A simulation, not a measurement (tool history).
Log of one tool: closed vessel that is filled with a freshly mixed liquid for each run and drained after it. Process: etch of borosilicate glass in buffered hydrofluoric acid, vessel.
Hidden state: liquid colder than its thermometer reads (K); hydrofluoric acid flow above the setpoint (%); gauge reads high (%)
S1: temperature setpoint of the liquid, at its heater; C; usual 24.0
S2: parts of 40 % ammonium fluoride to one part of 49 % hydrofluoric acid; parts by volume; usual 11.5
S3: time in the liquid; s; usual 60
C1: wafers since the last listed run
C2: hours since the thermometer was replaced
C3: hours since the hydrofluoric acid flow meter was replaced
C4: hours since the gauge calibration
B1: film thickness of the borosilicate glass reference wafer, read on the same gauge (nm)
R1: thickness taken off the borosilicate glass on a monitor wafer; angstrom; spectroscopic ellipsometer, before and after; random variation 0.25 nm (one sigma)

{"run": 1, "day": 0.0, "S1": 24.0, "S2": 11.5, "S3": 60, "C1": 0, "C2": 1659.0, "C3": 56.0, "C4": 478.4, "B1": 70.01, "R1": 670.6}
{"run": 2, "day": 2.675, "S1": 24.0, "S2": 11.5, "S3": 60, "C1": 7321, "C2": 1723.2, "C3": 120.2, "C4": 542.6, "B1": 69.97, "R1": 671.2}
{"run": 3, "day": 3.683, "S1": 24.0, "S2": 11.5, "S3": 60, "C1": 2759, "C2": 1747.4, "C3": 144.4, "C4": 566.8, "B1": 69.99, "R1": 676.3}
{"run": 4, "day": 4.733, "S1": 24.0, "S2": 9.5, "S3": 60, "C1": 2873, "C2": 1772.6, "C3": 169.6, "C4": 592.0, "B1": 70.01, "R1": 794.1}
{"run": 5, "day": 6.983, "S1": 24.0, "S2": 9.5, "S3": 60, "C1": 6158, "C2": 1826.6, "C3": 223.6, "C4": 646.0, "B1": 69.96, "R1": 795.5}
{"run": 6, "day": 8.738, "S1": 24.0, "S2": 11.5, "S3": 60, "C1": 4801, "C2": 1868.7, "C3": 265.7, "C4": 688.1, "B1": 70.0, "R1": 675.8}
{"run": 7, "day": 12.525, "S1": 24.0, "S2": 11.5, "S3": 60, "C1": 10366, "C2": 1959.6, "C3": 356.6, "C4": 779.0, "B1": 70.01, "R1": 677.8}
{"run": 8, "day": 14.396, "S1": 24.0, "S2": 11.5, "S3": 60, "C1": 5120, "C2": 2004.5, "C3": 401.5, "C4": 823.9, "B1": 70.03, "R1": 677.7}
{"day": 15.638, "done": "gauge calibrated"}
{"run": 9, "day": 15.733, "S1": 24.0, "S2": 11.5, "S3": 60, "C1": 3660, "C2": 2036.6, "C3": 433.6, "C4": 2.3, "B1": 70.0, "R1": 678.8}
{"day": 15.912, "done": "thermometer replaced"}
{"run": 10, "day": 18.712, "S1": 24.0, "S2": 11.5, "S3": 60, "C1": 8040, "C2": 67.2, "C3": 505.1, "C4": 73.8, "B1": 70.06, "R1": 677.7}
{"run": 11, "day": 20.425, "S1": 22.5, "S2": 11.5, "S3": 60, "C1": 4687, "C2": 108.3, "C3": 546.2, "C4": 114.9, "B1": 69.98, "R1": 629.0}
{"run": 12, "day": 21.896, "S1": 22.5, "S2": 11.5, "S3": 60, "C1": 4025, "C2": 143.6, "C3": 581.5, "C4": 150.2, "B1": 70.02, "R1": 630.0}
{"run": 13, "day": 24.475, "S1": 22.5, "S2": 11.5, "S3": 60, "C1": 7059, "C2": 205.5, "C3": 643.4, "C4": 212.1, "B1": 69.97, "R1": 626.4}
{"run": 14, "day": 25.646, "S1": 24.0, "S2": 11.5, "S3": 60, "C1": 3204, "C2": 233.6, "C3": 671.5, "C4": 240.2, "B1": 69.95, "R1": 683.3}
{"run": 15, "day": 27.908, "S1": 22.5, "S2": 14.5, "S3": 80, "C1": 6192, "C2": 287.9, "C3": 725.8, "C4": 294.5, "B1": 69.98, "R1": 666.9}
{"day": 28.6, "done": "hydrofluoric acid flow meter replaced"}
{"run": 16, "day": 30.196, "S1": 24.0, "S2": 7.0, "S3": 70, "C1": 6147, "C2": 342.8, "C3": 38.3, "C4": 349.4, "B1": 70.0, "R1": 1266.4}
{"run": 17, "day": 31.454, "S1": 29.0, "S2": 7.5, "S3": 40, "C1": 3444, "C2": 373.0, "C3": 68.5, "C4": 379.6, "B1": 70.0, "R1": 870.4}
{"run": 18, "day": 35.254, "S1": 26.5, "S2": 11.5, "S3": 45, "C1": 10401, "C2": 464.2, "C3": 159.7, "C4": 470.8, "B1": 70.02, "R1": 576.4}
{"run": 19, "day": 36.871, "S1": 26.5, "S2": 13.0, "S3": 60, "C1": 4424, "C2": 503.0, "C3": 198.5, "C4": 509.6, "B1": 69.94, "R1": 679.1}
{"run": 20, "day": 38.679, "S1": 27.0, "S2": 11.5, "S3": 60, "C1": 4949, "C2": 546.4, "C3": 241.9, "C4": 553.0, "B1": 70.0, "R1": 787.9}

Run 21 comes next. What will it give?
{"run": 21, "day": 39.8, "S1": 21.5, "S2": 11.5, "S3": 30, "C1": 3067, "C2": 573.3, "C3": 268.8, "C4": 579.9, "B1": "?", "R1": "?"}

{"run 21": {"B1": 69.98, "R1": 294.1}}
Without the tool's hidden state the same run would have given R1 291.4 angstrom.
